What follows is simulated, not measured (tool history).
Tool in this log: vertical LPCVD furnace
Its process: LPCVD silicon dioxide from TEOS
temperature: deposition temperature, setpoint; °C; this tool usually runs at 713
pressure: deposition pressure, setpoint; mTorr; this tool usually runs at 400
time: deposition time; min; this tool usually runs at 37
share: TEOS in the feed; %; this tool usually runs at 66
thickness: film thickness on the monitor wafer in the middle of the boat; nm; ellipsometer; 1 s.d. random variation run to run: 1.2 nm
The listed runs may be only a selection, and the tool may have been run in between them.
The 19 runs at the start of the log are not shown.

run	hour	temperature	pressure	time	share	wafers since the last listed run	hours since the last temperature calibration	hours since the pressure gauge was zeroed	hours since the TEOS flow controller was replaced	hours since the gauge calibration	read-back reference wafer on the same gauge, thickness	thickness
20	975.5	713	400	37	66	512	207.3	279.3	6006.3	1447.9	336.84	403.12
# hour 1013.5: gauge calibrated
# hour 1031.7: TEOS flow controller replaced
21	1032.2	713	400	37	66	373	264	336	0.5	18.7	336.74	402.92
22	1074.1	713	315	49	77	478	305.9	377.9	42.4	60.6	336.92	508.53
23	1140.6	713	400	37	66	759	372.4	444.4	108.9	127.1	337.22	404.3
24	1182.1	713	490	37	66	473	413.9	485.9	150.4	168.6	336.69	445.87
25	1209.3	709	475	31	78	310	441.1	513.1	177.6	195.8	336.93	364.82
26	1268.1	705	400	49	62	671	499.9	571.9	236.4	254.6	337.15	432.39
27	1299.3	707	495	33	60	356	531.1	603.1	267.6	285.8	336.9	332.14
28	1350	713	400	37	66	578	581.8	653.8	318.3	336.5	336.95	404.06
29	1406.8	713	400	37	66	648	638.6	710.6	375.1	393.3	337.16	403.54
30	1467.9	708	365	29	59	697	699.7	771.7	436.2	454.4	336.71	256.62
31	1540.4	701	400	45	66	827	772.2	844.2	508.7	526.9	337.09	373.64

Here are 4 independent what-if runs from the current tool condition. What would each one return?
A	1544.6	713	400	37	66	47	776.4	848.4	512.9	531.1	?	?
B	1544.6	713	490	27.5	66	47	776.4	848.4	512.9	531.1	?	?
C	1544.6	713	485	45	66	47	776.4	848.4	512.9	531.1	?	?
D	1544.6	718	360	28	62	47	776.4	848.4	512.9	531.1	?	?

run	read-back reference wafer on the same gauge, thickness	thickness
A	337.03	405.87
B	337.03	333.05
C	337.03	542.27
D	337.03	316.55
With the hidden condition removed and each run's random variation left untouched, the same runs would have given:
run	thickness
A	400.41
B	329.39
C	536.24
D	311.84

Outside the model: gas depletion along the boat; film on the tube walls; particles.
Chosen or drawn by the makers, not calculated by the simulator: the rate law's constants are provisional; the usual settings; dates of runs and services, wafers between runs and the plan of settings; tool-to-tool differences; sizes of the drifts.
